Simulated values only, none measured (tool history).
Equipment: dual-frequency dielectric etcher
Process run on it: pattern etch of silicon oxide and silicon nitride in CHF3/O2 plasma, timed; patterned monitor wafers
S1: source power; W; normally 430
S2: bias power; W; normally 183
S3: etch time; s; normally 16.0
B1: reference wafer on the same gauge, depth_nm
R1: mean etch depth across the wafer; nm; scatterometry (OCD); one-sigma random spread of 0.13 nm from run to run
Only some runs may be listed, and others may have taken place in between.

run,hour,S1,S2,S3,B1,R1
1,0.0,430,183,16.0,18.22,21.37
2,13.7,430,183,13.0,18.18,17.48
3,27.6,380,183,19.5,18.17,24.99
4,41.7,430,183,13.5,18.23,18.24
5,52.4,430,183,13.5,18.18,18.26
6,59.3,430,183,13.5,18.18,18.20
7,102.1,360,183,16.0,18.19,20.00
8,109.0,360,183,16.0,18.19,20.27
9,126.1,360,183,16.0,18.17,20.22
10,134.0,430,183,16.0,18.21,21.94
11,149.9,430,183,16.0,18.23,21.60
# hour 177.1: upper electrode replaced
12,177.6,360,137,18.0,18.22,20.48
13,177.9,430,143,16.0,18.23,19.90
# hour 192.8: bias power generator calibrated
# hour 206.4: wet clean of the chamber
14,212.9,430,183,16.0,18.16,21.16
# hour 219.1: source power generator calibrated
15,220.5,350,197,16.0,18.22,19.95
# hour 224.1: gauge calibrated
16,236.2,480,183,19.5,18.22,26.90

Run 17 comes next. What will it give?
17,243.3,540,183,16.0,?,?

B1: 18.22
R1: 23.44 nm
If the tool had no hidden condition, the same run with the same run-to-run variation would have returned R1 23.02 nm.

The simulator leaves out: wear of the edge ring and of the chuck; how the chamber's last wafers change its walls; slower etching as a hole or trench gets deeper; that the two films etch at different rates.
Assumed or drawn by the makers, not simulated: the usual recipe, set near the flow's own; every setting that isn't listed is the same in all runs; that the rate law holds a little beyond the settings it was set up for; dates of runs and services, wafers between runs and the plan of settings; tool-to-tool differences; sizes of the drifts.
